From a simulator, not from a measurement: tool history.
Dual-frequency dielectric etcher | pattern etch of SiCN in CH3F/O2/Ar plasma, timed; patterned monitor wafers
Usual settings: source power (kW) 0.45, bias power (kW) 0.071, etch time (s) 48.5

run,day,source power (kW),bias power (kW),etch time (s),"read-back reference wafer on the same gauge, depth_nm",mean etch depth across the wafer (Å)
1,0,0.45,0.071,48.5,16.6,187.1
2,0.358,0.45,0.071,48.5,16.6,187.2
3,0.871,0.42,0.071,45,16.59,168.6
4,1.554,0.42,0.071,45,16.6,168.2
5,2.167,0.42,0.071,45,16.61,168.3
# day 2.346: gauge calibrated
6,2.521,0.45,0.064,45,16.6,164.1
7,2.975,0.45,0.071,48.5,16.59,187.2
# day 4.146: wet clean of the chamber
# day 4.433: upper electrode replaced
8,4.454,0.45,0.071,48.5,16.6,189.3
9,4.467,0.45,0.071,48.5,16.6,190.1
10,4.621,0.45,0.071,48.5,16.61,189.8
# day 5.208: source power generator calibrated
11,5.338,0.45,0.071,58,16.61,227.6
12,5.592,0.45,0.071,54.5,16.6,213.4
13,5.967,0.45,0.071,34.5,16.6,135
14,8.096,0.35,0.063,41,16.61,133.2
15,8.808,0.45,0.071,57,16.6,223
16,9.379,0.45,0.071,48.5,16.6,189.6
# day 9.533: gauge calibrated
# day 9.833: bias power generator calibrated
17,9.854,0.35,0.078,43,16.61,154.4
18,10.45,0.39,0.087,59.5,16.6,238.5
19,10.988,0.41,0.055,40,16.61,126.1
20,11.254,0.37,0.082,61,16.6,231.2
21,11.717,0.36,0.054,48.5,16.61,141.7
22,12.246,0.35,0.082,43.5,16.6,160.2
23,12.908,0.45,0.071,48.5,16.6,185.3
24,13.583,0.45,0.071,48.5,16.6,184.8

The same runs without the tool's hidden state, with the same run-to-run variation:
The hidden state here: etch rate over this chamber's usual, %; source power that arrives over what is set, %; bias power that arrives over what is set, %; gauge reads high (%).
run,mean etch depth across the wafer (Å)
1,185.5
2,185.7
3,167.2
4,166.8
5,166.9
6,162.8
7,185.7
8,185.3
9,186.1
10,185.8
11,222.8
12,208.9
13,132.1
14,130.4
15,218.3
16,185.5
17,154.9
18,239.3
19,126.5
20,232
21,142.2
22,160.9
23,186.1
24,185.8

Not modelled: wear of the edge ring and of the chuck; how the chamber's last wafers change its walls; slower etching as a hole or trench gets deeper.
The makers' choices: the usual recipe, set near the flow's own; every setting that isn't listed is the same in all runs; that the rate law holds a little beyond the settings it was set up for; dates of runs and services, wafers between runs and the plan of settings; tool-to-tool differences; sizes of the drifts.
